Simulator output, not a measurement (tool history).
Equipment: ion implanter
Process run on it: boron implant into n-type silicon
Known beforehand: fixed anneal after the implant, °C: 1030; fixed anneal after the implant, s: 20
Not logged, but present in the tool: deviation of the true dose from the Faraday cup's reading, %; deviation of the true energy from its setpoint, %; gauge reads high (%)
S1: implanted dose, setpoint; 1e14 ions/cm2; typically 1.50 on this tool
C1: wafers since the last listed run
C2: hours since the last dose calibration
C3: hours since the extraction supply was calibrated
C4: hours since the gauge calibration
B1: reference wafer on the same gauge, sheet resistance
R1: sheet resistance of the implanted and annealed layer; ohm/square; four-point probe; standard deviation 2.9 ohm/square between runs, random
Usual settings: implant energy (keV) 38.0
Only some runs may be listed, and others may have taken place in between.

run 1 hour=0.0 | S1=1.50 implant_energy_(keV)=38.0 | C1=0 C2=482.0 C3=3690.3 C4=1762.8 | B1=543.55 | R1=498.89
run 2 hour=95.5 | S1=1.39 implant_energy_(keV)=29.5 | C1=1506 C2=577.5 C3=3785.8 C4=1858.3 | B1=542.45 | R1=554.92
run 3 hour=189.0 | S1=1.50 implant_energy_(keV)=38.0 | C1=1474 C2=671.0 C3=3879.3 C4=1951.8 | B1=543.24 | R1=506.90
run 4 hour=268.9 | S1=1.50 implant_energy_(keV)=38.0 | C1=1260 C2=750.9 C3=3959.2 C4=2031.7 | B1=543.32 | R1=502.43
run 5 hour=509.0 | S1=1.50 implant_energy_(keV)=38.0 | C1=3787 C2=991.0 C3=4199.3 C4=2271.8 | B1=543.62 | R1=497.78
-- hour=682.5 extraction supply calibrated
run 6 hour=683.0 | S1=1.50 implant_energy_(keV)=38.0 | C1=2618 C2=1165.0 C3=0.5 C4=2445.8 | B1=542.16 | R1=495.79
run 7 hour=774.6 | S1=1.50 implant_energy_(keV)=38.0 | C1=1444 C2=1256.6 C3=92.1 C4=2537.4 | B1=543.12 | R1=498.66
run 8 hour=867.5 | S1=1.50 implant_energy_(keV)=38.0 | C1=1465 C2=1349.5 C3=185.0 C4=2630.3 | B1=543.32 | R1=498.47
run 9 hour=905.6 | S1=1.50 implant_energy_(keV)=38.0 | C1=600 C2=1387.6 C3=223.1 C4=2668.4 | B1=543.83 | R1=498.84
run 10 hour=957.6 | S1=1.50 implant_energy_(keV)=38.0 | C1=820 C2=1439.6 C3=275.1 C4=2720.4 | B1=543.18 | R1=501.17
run 11 hour=999.1 | S1=1.50 implant_energy_(keV)=38.0 | C1=654 C2=1481.1 C3=316.6 C4=2761.9 | B1=543.02 | R1=494.56
run 12 hour=1058.7 | S1=1.50 implant_energy_(keV)=38.0 | C1=940 C2=1540.7 C3=376.2 C4=2821.5 | B1=543.88 | R1=497.88
-- hour=1116.8 gauge calibrated
run 13 hour=1126.6 | S1=1.67 implant_energy_(keV)=38.0 | C1=1071 C2=1608.6 C3=444.1 C4=9.8 | B1=543.06 | R1=457.48
run 14 hour=1168.7 | S1=1.50 implant_energy_(keV)=38.0 | C1=664 C2=1650.7 C3=486.2 C4=51.9 | B1=541.92 | R1=499.84
run 15 hour=1249.4 | S1=1.50 implant_energy_(keV)=38.0 | C1=1272 C2=1731.4 C3=566.9 C4=132.6 | B1=542.29 | R1=497.59
run 16 hour=1305.1 | S1=1.37 implant_energy_(keV)=29.5 | C1=878 C2=1787.1 C3=622.6 C4=188.3 | B1=543.93 | R1=557.19
run 17 hour=1349.2 | S1=1.70 implant_energy_(keV)=26.5 | C1=695 C2=1831.2 C3=666.7 C4=232.4 | B1=543.09 | R1=471.13
run 18 hour=1456.2 | S1=1.50 implant_energy_(keV)=38.0 | C1=1687 C2=1938.2 C3=773.7 C4=339.4 | B1=542.57 | R1=488.56
run 19 hour=1524.6 | S1=1.67 implant_energy_(keV)=38.0 | C1=1078 C2=2006.6 C3=842.1 C4=407.8 | B1=542.22 | R1=456.41
run 20 hour=1621.7 | S1=1.50 implant_energy_(keV)=38.0 | C1=1531 C2=2103.7 C3=939.2 C4=504.9 | B1=542.37 | R1=494.66
run 21 hour=1716.0 | S1=1.50 implant_energy_(keV)=26.0 | C1=1487 C2=2198.0 C3=1033.5 C4=599.2 | B1=542.85 | R1=521.69
run 22 hour=1773.3 | S1=1.50 implant_energy_(keV)=38.0 | C1=903 C2=2255.3 C3=1090.8 C4=656.5 | B1=542.91 | R1=489.09
run 23 hour=1863.1 | S1=1.22 implant_energy_(keV)=43.5 | C1=1416 C2=2345.1 C3=1180.6 C4=746.3 | B1=543.35 | R1=556.55
-- hour=2002.9 Faraday cup replaced and dose calibrated
run 24 hour=2104.8 | S1=1.71 implant_energy_(keV)=34.0 | C1=3686 C2=101.9 C3=1422.3 C4=988.0 | B1=542.32 | R1=441.58
run 25 hour=2166.5 | S1=1.21 implant_energy_(keV)=38.0 | C1=973 C2=163.6 C3=1484.0 C4=1049.7 | B1=542.86 | R1=563.02
run 26 hour=2211.3 | S1=1.64 implant_energy_(keV)=32.5 | C1=706 C2=208.4 C3=1528.8 C4=1094.5 | B1=543.17 | R1=457.86
run 27 hour=2306.6 | S1=1.17 implant_energy_(keV)=38.0 | C1=1503 C2=303.7 C3=1624.1 C4=1189.8 | B1=543.40 | R1=577.67
run 28 hour=2345.1 | S1=1.50 implant_energy_(keV)=38.0 | C1=607 C2=342.2 C3=1662.6 C4=1228.3 | B1=543.25 | R1=480.94
run 29 hour=2402.3 | S1=1.63 implant_energy_(keV)=43.5 | C1=902 C2=399.4 C3=1719.8 C4=1285.5 | B1=542.67 | R1=439.95
run 30 hour=2440.3 | S1=1.94 implant_energy_(keV)=38.0 | C1=599 C2=437.4 C3=1757.8 C4=1323.5 | B1=543.67 | R1=396.12
run 31 hour=2610.9 | S1=1.68 implant_energy_(keV)=42.0 | C1=2691 C2=608.0 C3=1928.4 C4=1494.1 | B1=543.03 | R1=439.36
-- hour=2634.1 Faraday cup replaced and dose calibrated, repeated, since the last time left the tool worse
run 32 hour=2670.8 | S1=1.76 implant_energy_(keV)=38.0 | C1=818 C2=36.7 C3=1988.3 C4=1554.0 | B1=542.83 | R1=443.91
run 33 hour=2744.0 | S1=1.34 implant_energy_(keV)=51.0 | C1=1154 C2=109.9 C3=2061.5 C4=1627.2 | B1=542.56 | R1=513.49
run 34 hour=2932.3 | S1=1.50 implant_energy_(keV)=38.0 | C1=2970 C2=298.2 C3=2249.8 C4=1815.5 | B1=542.54 | R1=505.64
run 35 hour=3005.9 | S1=1.93 implant_energy_(keV)=38.0 | C1=1160 C2=371.8 C3=2323.4 C4=1889.1 | B1=543.16 | R1=415.07
run 36 hour=3097.0 | S1=1.82 implant_energy_(keV)=27.5 | C1=1437 C2=462.9 C3=2414.5 C4=1980.2 | B1=543.04 | R1=454.03
run 37 hour=3191.1 | S1=1.85 implant_energy_(keV)=32.0 | C1=1484 C2=557.0 C3=2508.6 C4=2074.3 | B1=542.85 | R1=442.60
run 38 hour=3242.2 | S1=1.50 implant_energy_(keV)=38.0 | C1=806 C2=608.1 C3=2559.7 C4=2125.4 | B1=542.58 | R1=499.72

Give the tool's hidden conditions for every run:
deviation of the true energy from its setpoint, %: 0 in every run
gauge reads high (%): 0 in every run
H1: deviation of the true dose from the Faraday cup's reading, %
run=1 H1=0.168
run=2 H1=0.227
run=3 H1=0.296
run=4 H1=0.362
run=5 H1=0.607
run=6 H1=0.827
run=7 H1=0.958
run=8 H1=1.1
run=9 H1=1.16
run=10 H1=1.25
run=11 H1=1.32
run=12 H1=1.42
run=13 H1=1.55
run=14 H1=1.63
run=15 H1=1.79
run=16 H1=1.9
run=17 H1=2
run=18 H1=2.23
run=19 H1=2.39
run=20 H1=2.63
run=21 H1=2.86
run=22 H1=3.01
run=23 H1=3.26
run=24 H1=6.28
run=25 H1=6.29
run=26 H1=6.3
run=27 H1=6.33
run=28 H1=6.34
run=29 H1=6.37
run=30 H1=6.39
run=31 H1=6.49
run=32 H1=0.129
run=33 H1=0.135
run=34 H1=0.18
run=35 H1=0.209
run=36 H1=0.254
run=37 H1=0.31
run=38 H1=0.345

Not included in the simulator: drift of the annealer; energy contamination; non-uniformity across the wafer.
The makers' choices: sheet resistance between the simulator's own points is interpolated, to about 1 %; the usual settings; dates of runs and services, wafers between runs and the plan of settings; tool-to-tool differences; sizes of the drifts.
